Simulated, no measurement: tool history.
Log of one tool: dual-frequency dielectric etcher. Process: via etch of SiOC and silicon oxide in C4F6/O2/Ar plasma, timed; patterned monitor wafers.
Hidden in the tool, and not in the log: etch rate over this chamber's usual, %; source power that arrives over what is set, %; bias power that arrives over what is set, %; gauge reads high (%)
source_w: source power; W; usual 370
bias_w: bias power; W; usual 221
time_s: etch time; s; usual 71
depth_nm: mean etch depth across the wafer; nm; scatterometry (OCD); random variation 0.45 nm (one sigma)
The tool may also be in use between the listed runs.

run    hour  source_w  bias_w  time_s  wafers since the last listed run  hours since the last wet clean  hours since the last source power generator calibration  hours since the last bias power generator calibration  hours since the last upper electrode change  hours since the gauge calibration  read-back reference wafer on the same gauge, depth_nm  depth_nm
  1       0       340     207      71                                 0                             0.5                                                    382.9                                                 3702.9                                       3296.8                             1376.9                                                   69.3      73.7
  2    60.6       370     221      71                               977                            61.1                                                    443.5                                                 3763.5                                       3357.4                             1437.5                                                   69.3      79.1
  3   120.5       370     221      71                               965                             121                                                    503.4                                                 3823.4                                       3417.3                             1497.4                                                   69.3      79.3
  4   216.6       370     221      71                              1549                           217.1                                                    599.5                                                 3919.5                                       3513.4                             1593.5                                                   69.2      79.9
  5   292.7       370     221      71                              1227                           293.2                                                    675.6                                                 3995.6                                       3589.5                             1669.6                                                   69.2      79.2
  6   379.7       370     221      71                              1402                           380.2                                                    762.6                                                 4082.6                                       3676.5                             1756.6                                                   69.5      79.4
  7   434.5       370     195      66                               883                             435                                                    817.4                                                 4137.4                                       3731.3                             1811.4                                                   69.1        68
      477.8  -- wet clean of the chamber
  8     539       370     195      66                              1297                            61.2                                                    921.9                                                 4241.9                                       3835.8                             1915.9                                                   69.3      68.5
      557.6  -- gauge calibrated
  9   619.6       370     195      66                              1299                           141.8                                                   1002.5                                                 4322.5                                       3916.4                                 62                                                   69.4      67.9
 10   673.4       370     184      71                               867                           195.6                                                   1056.3                                                 4376.3                                       3970.2                              115.8                                                   69.2      70.9
 11   767.2       370     221      71                              1512                           289.4                                                   1150.1                                                 4470.1                                         4064                              209.6                                                   69.4      79.8
 12   855.5       320     221      71                              1423                           377.7                                                   1238.4                                                 4558.4                                       4152.3                              297.9                                                   69.3      73.5
 13     916       320     221      71                               975                           438.2                                                   1298.9                                                 4618.9                                       4212.8                              358.4                                                   69.4      74.4
      943.5  -- wet clean of the chamber
 14  1004.1       320     221      71                              1033                            60.6                                                     1387                                                   4707                                       4300.9                              446.5                                                   69.4      74.3
 15  1064.6       330     264      71                               975                           121.1                                                   1447.5                                                 4767.5                                       4361.4                                507                                                   69.2        83
     1118.7  -- bias power generator calibrated
 16  1167.3       300     172    57.5                              1591                           223.8                                                   1550.2                                                   48.6                                       4464.1                              609.7                                                   69.2      50.6
 17  1204.8       370     240    58.5                               604                           261.3                                                   1587.7                                                   86.1                                       4501.6                              647.2                                                   69.5        68
 18  1309.6       310     248      71                              1689                           366.1                                                   1692.5                                                  190.9                                       4606.4                                752                                                   69.3      78.3
 19  1360.9       370     221      71                               827                           417.4                                                   1743.8                                                  242.2                                       4657.7                              803.3                                                   69.3      80.7
     1475.5  -- wet clean of the chamber
 20    1476       340     207      71                              1468                             0.5                                                   1858.9                                                  357.3                                       4772.8                              918.4                                                   69.1      74.9
     1530.1  -- upper electrode replaced
 21  1530.6       290     173      71                               493                            55.1                                                   1913.5                                                  411.9                                          0.5                                973                                                   69.3      62.8
 22  1611.6       370     221      71                              1306                           136.1                                                   1994.5                                                  492.9                                         81.5                               1054                                                   69.3      80.6
     1669.8  -- source power generator calibrated
 23  1696.4       370     221      71                              1302                           220.9                                                     26.6                                                  577.7                                        166.3                             1138.8                                                   69.3      79.2
 24  1768.8       370     221      71                              1167                           293.3                                                       99                                                  650.1                                        238.7                             1211.2                                                   69.3      79.3

The next listed run, before its measurement:
 25  1835.2       370     221      71                              1070                           359.7                                                    165.4                                                  716.5                                        305.1                             1277.6                                                      ?         ?

read-back reference wafer on the same gauge, depth_nm: 69.4
depth_nm: 78.2 nm
Without the tool's hidden state the same run would have given depth_nm 78.4 nm.
